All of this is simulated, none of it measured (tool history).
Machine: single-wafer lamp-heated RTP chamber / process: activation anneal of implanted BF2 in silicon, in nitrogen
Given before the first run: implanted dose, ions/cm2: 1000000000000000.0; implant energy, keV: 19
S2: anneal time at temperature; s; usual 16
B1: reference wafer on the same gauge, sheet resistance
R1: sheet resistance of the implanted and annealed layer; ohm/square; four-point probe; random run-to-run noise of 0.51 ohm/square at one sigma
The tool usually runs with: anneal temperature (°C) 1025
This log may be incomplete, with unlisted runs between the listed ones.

Run 1, hour 0: usual settings; B1 160.88. Result: R1 164.74 ohm/square.
Run 2, hour 47.1: usual settings; B1 161.03. Result: R1 164.38 ohm/square.
Run 3, hour 78.7: usual settings; B1 160.83. Result: R1 162.78 ohm/square.
Run 4, hour 108.4: usual settings; B1 160.81. Result: R1 162.16 ohm/square.
At hour 123: pyrometer window cleaned and pyrometer calibrated.
Run 5, hour 132: usual settings; B1 160.94. Result: R1 163.78 ohm/square.
Run 6, hour 149.8: usual settings but S2 21 s; B1 161.02. Result: R1 157.82 ohm/square.
Run 7, hour 168.4: usual settings; B1 160.98. Result: R1 160.87 ohm/square.
At hour 218.7: reflector plate cleaned.
Run 8, hour 271.5: usual settings but S2 10 s; B1 161.03. Result: R1 174.32 ohm/square.
At hour 298.2: pyrometer window cleaned and pyrometer calibrated.
Run 9, hour 304.3: usual settings but S2 10 s; B1 161.03. Result: R1 176.86 ohm/square.
Run 10, hour 331.8: usual settings but S2 10 s; B1 160.94. Result: R1 176.34 ohm/square.
Run 11, hour 354.1: usual settings; B1 161. Result: R1 163.24 ohm/square.
Run 12, hour 375.3: usual settings; B1 160.92. Result: R1 161.41 ohm/square.
Run 13, hour 404.8: usual settings but anneal temperature (°C) 1039; B1 160.8. Result: R1 150.8 ohm/square.
At hour 415.9: reflector plate cleaned.
Run 14, hour 428.4: usual settings; B1 161.1. Result: R1 164.03 ohm/square.
Run 15, hour 448.2: usual settings; B1 161.06. Result: R1 164.31 ohm/square.
Run 16, hour 472.9: usual settings; B1 161. Result: R1 163.76 ohm/square.
At hour 498: pyrometer window cleaned and pyrometer calibrated.
Run 17, hour 503.7: usual settings; B1 161.08. Result: R1 166.74 ohm/square.
Run 18, hour 519.8: usual settings but anneal temperature (°C) 1013; B1 160.88. Result: R1 177.88 ohm/square.
Run 19, hour 554.8: usual settings but anneal temperature (°C) 1055, S2 8 s; B1 160.87. Result: R1 154.54 ohm/square.
Run 20, hour 570.3: usual settings but anneal temperature (°C) 1002; B1 161.05. Result: R1 185.95 ohm/square.
Run 21, hour 598.7: usual settings but anneal temperature (°C) 1047, S2 9 s; B1 161.06. Result: R1 155.63 ohm/square.
At hour 628.8: reflector plate cleaned.
Run 22, hour 629.3: usual settings but anneal temperature (°C) 1052, S2 23 s; B1 161.05. Result: R1 139.11 ohm/square.
Run 23, hour 641.6: usual settings but anneal temperature (°C) 1013, S2 9 s; B1 161.02. Result: R1 191.54 ohm/square.
Run 24, hour 662.8: usual settings; B1 161.07. Result: R1 163.3 ohm/square.
Run 25, hour 687.5: usual settings but anneal temperature (°C) 1014, S2 12 s; B1 161.05. Result: R1 182.48 ohm/square.
At hour 691.7: gauge calibrated.
At hour 719.3: pyrometer window cleaned and pyrometer calibrated.
Run 26, hour 719.8: usual settings but anneal temperature (°C) 1004, S2 11 s; B1 160.98. Result: R1 200.57 ohm/square.
Run 27, hour 735.6: usual settings; B1 161.1. Result: R1 165.59 ohm/square.
Run 28, hour 762.1: usual settings but anneal temperature (°C) 1041, S2 23 s; B1 160.93. Result: R1 146.58 ohm/square.
Run 29, hour 792.9: usual settings but anneal temperature (°C) 1013; B1 161.11. Result: R1 174.8 ohm/square.
Run 30, hour 822.1: usual settings but anneal temperature (°C) 1034, S2 19 s; B1 161.06. Result: R1 150.84 ohm/square.
Run 31, hour 844.1: usual settings but anneal temperature (°C) 1010; B1 160.98. Result: R1 173.21 ohm/square.
At hour 863.5: reflector plate cleaned.
At hour 928.4: pyrometer window cleaned and pyrometer calibrated.
Run 32, hour 931.2: usual settings but anneal temperature (°C) 1001, S2 10 s; B1 161.04. Result: R1 205.16 ohm/square.
Run 33, hour 960: usual settings but anneal temperature (°C) 1047, S2 23 s; B1 160.93. Result: R1 142.22 ohm/square.
Run 34, hour 976.2: usual settings; B1 160.75. Result: R1 163.25 ohm/square.

Below are 5 alternative next runs, each starting from the tool's condition after run 34. Predict each:
Run A, hour 976.6: usual settings but anneal temperature (°C) 1007; B1 ?. Result: R1 ?.
Run B, hour 976.6: usual settings but anneal temperature (°C) 1037; B1 ?. Result: R1 ?.
Run C, hour 976.6: usual settings but anneal temperature (°C) 1043, S2 22 s; B1 ?. Result: R1 ?.
Run D, hour 976.6: usual settings but anneal temperature (°C) 1044; B1 ?. Result: R1 ?.
Run E, hour 976.6: usual settings but anneal temperature (°C) 1013, S2 25 s; B1 ?. Result: R1 ?.

run      B1      R1
  A  161.01  181.85
  B  161.01  154.26
  C  161.01  145.09
  D  161.01  149.38
  E  161.01  163.27
With the hidden condition removed and each run's random variation left untouched, the same runs would have given:
run      R1
  A  187.89
  B  158.09
  C  148.17
  D  152.87
  E  168.37
